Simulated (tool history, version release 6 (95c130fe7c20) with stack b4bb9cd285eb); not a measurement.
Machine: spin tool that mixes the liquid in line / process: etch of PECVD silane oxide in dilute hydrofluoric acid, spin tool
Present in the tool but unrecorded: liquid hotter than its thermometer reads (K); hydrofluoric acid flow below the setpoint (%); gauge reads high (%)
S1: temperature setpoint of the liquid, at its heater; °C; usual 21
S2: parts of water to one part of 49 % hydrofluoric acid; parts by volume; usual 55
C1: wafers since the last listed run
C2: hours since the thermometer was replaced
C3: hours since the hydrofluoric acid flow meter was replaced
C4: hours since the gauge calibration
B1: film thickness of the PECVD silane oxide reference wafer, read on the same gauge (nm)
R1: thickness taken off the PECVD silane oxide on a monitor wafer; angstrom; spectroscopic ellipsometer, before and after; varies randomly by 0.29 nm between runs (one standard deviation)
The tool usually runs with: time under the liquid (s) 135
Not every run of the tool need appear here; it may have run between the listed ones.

run 1 hour=0 | S1=21 S2=55 time_under_the_liquid_(s)=135 | C1=0 C2=1684.2 C3=53.7 C4=1275.4 | B1=79.99 | R1=386.7
run 2 hour=33.7 | S1=21 S2=55 time_under_the_liquid_(s)=135 | C1=211 C2=1717.9 C3=87.4 C4=1309.1 | B1=79.99 | R1=385.7
run 3 hour=91.4 | S1=21 S2=55 time_under_the_liquid_(s)=135 | C1=361 C2=1775.6 C3=145.1 C4=1366.8 | B1=80.01 | R1=383.2
run 4 hour=262.2 | S1=21 S2=55 time_under_the_liquid_(s)=135 | C1=1069 C2=1946.4 C3=315.9 C4=1537.6 | B1=80 | R1=380.3
run 5 hour=304.6 | S1=21 S2=55 time_under_the_liquid_(s)=135 | C1=265 C2=1988.8 C3=358.3 C4=1580 | B1=80 | R1=379.8
run 6 hour=365.8 | S1=21 S2=55 time_under_the_liquid_(s)=135 | C1=383 C2=2050 C3=419.5 C4=1641.2 | B1=79.99 | R1=375.6
run 7 hour=426.5 | S1=22.5 S2=55 time_under_the_liquid_(s)=135 | C1=380 C2=2110.7 C3=480.2 C4=1701.9 | B1=79.98 | R1=398.9
-- hour=459.5 gauge calibrated
run 8 hour=477.5 | S1=22.5 S2=55 time_under_the_liquid_(s)=135 | C1=319 C2=2161.7 C3=531.2 C4=18 | B1=80 | R1=396.9
run 9 hour=532.6 | S1=21 S2=45 time_under_the_liquid_(s)=135 | C1=345 C2=2216.8 C3=586.3 C4=73.1 | B1=80.01 | R1=458.9
run 10 hour=590.6 | S1=19.5 S2=55 time_under_the_liquid_(s)=135 | C1=363 C2=2274.8 C3=644.3 C4=131.1 | B1=80 | R1=347.8
-- hour=626.3 thermometer replaced
run 11 hour=656.5 | S1=19.5 S2=55 time_under_the_liquid_(s)=135 | C1=406 C2=30.2 C3=710.2 C4=197 | B1=80 | R1=348.9
run 12 hour=680.6 | S1=19.5 S2=55 time_under_the_liquid_(s)=135 | C1=150 C2=54.3 C3=734.3 C4=221.1 | B1=80.02 | R1=346.9
run 13 hour=710.9 | S1=21 S2=55 time_under_the_liquid_(s)=115 | C1=189 C2=84.6 C3=764.6 C4=251.4 | B1=80 | R1=314.9
run 14 hour=760.5 | S1=21 S2=55 time_under_the_liquid_(s)=135 | C1=310 C2=134.2 C3=814.2 C4=301 | B1=80 | R1=366.7
run 15 hour=831.2 | S1=21 S2=55 time_under_the_liquid_(s)=90 | C1=442 C2=204.9 C3=884.9 C4=371.7 | B1=80 | R1=242.5
run 16 hour=889 | S1=21 S2=55 time_under_the_liquid_(s)=135 | C1=362 C2=262.7 C3=942.7 C4=429.5 | B1=79.99 | R1=363
run 17 hour=933.9 | S1=17 S2=75 time_under_the_liquid_(s)=180 | C1=281 C2=307.6 C3=987.6 C4=474.4 | B1=80 | R1=293.6
run 18 hour=993.2 | S1=21 S2=75 time_under_the_liquid_(s)=135 | C1=371 C2=366.9 C3=1046.9 C4=533.7 | B1=79.99 | R1=261.3
-- hour=1018.5 hydrofluoric acid flow meter replaced
run 19 hour=1027.4 | S1=21 S2=55 time_under_the_liquid_(s)=135 | C1=207 C2=401.1 C3=8.9 C4=567.9 | B1=80.01 | R1=386.3
run 20 hour=1055.3 | S1=21 S2=55 time_under_the_liquid_(s)=135 | C1=174 C2=429 C3=36.8 C4=595.8 | B1=79.99 | R1=382.4
run 21 hour=1098.8 | S1=24 S2=45 time_under_the_liquid_(s)=75 | C1=272 C2=472.5 C3=80.3 C4=639.3 | B1=80 | R1=298
run 22 hour=1170.9 | S1=21 S2=80 time_under_the_liquid_(s)=85 | C1=451 C2=544.6 C3=152.4 C4=711.4 | B1=79.97 | R1=160.8
run 23 hour=1204 | S1=19.5 S2=45 time_under_the_liquid_(s)=135 | C1=207 C2=577.7 C3=185.5 C4=744.5 | B1=79.98 | R1=435.6
run 24 hour=1254.3 | S1=21 S2=45 time_under_the_liquid_(s)=95 | C1=315 C2=628 C3=235.8 C4=794.8 | B1=80.01 | R1=330.8
run 25 hour=1300.3 | S1=17 S2=65 time_under_the_liquid_(s)=135 | C1=288 C2=674 C3=281.8 C4=840.8 | B1=80 | R1=267.4
run 26 hour=1328.7 | S1=21 S2=45 time_under_the_liquid_(s)=95 | C1=177 C2=702.4 C3=310.2 C4=869.2 | B1=80.01 | R1=330.8
run 27 hour=1374.7 | S1=21 S2=55 time_under_the_liquid_(s)=135 | C1=288 C2=748.4 C3=356.2 C4=915.2 | B1=80.01 | R1=378.1
run 28 hour=1429.9 | S1=25 S2=25 time_under_the_liquid_(s)=135 | C1=345 C2=803.6 C3=411.4 C4=970.4 | B1=79.99 | R1=1013.4
run 29 hour=1471.1 | S1=21 S2=55 time_under_the_liquid_(s)=135 | C1=258 C2=844.8 C3=452.6 C4=1011.6 | B1=80.02 | R1=370.5

Pick out some run-to-run changes in R1. Of each, how much would a tool without hidden state show as well, from the settings, what came in and chance, and how much is left for the hidden state and any gauge scatter not in both results compared?
Run 27 -> 28: S1 21 -> 25, S2 55 -> 25. R1 +635.3 angstrom: hidden state -22.3, all else +657.6.
Run 28 -> 29: S1 25 -> 21, S2 25 -> 55. R1 -642.9 angstrom: hidden state +20.1, all else -663.

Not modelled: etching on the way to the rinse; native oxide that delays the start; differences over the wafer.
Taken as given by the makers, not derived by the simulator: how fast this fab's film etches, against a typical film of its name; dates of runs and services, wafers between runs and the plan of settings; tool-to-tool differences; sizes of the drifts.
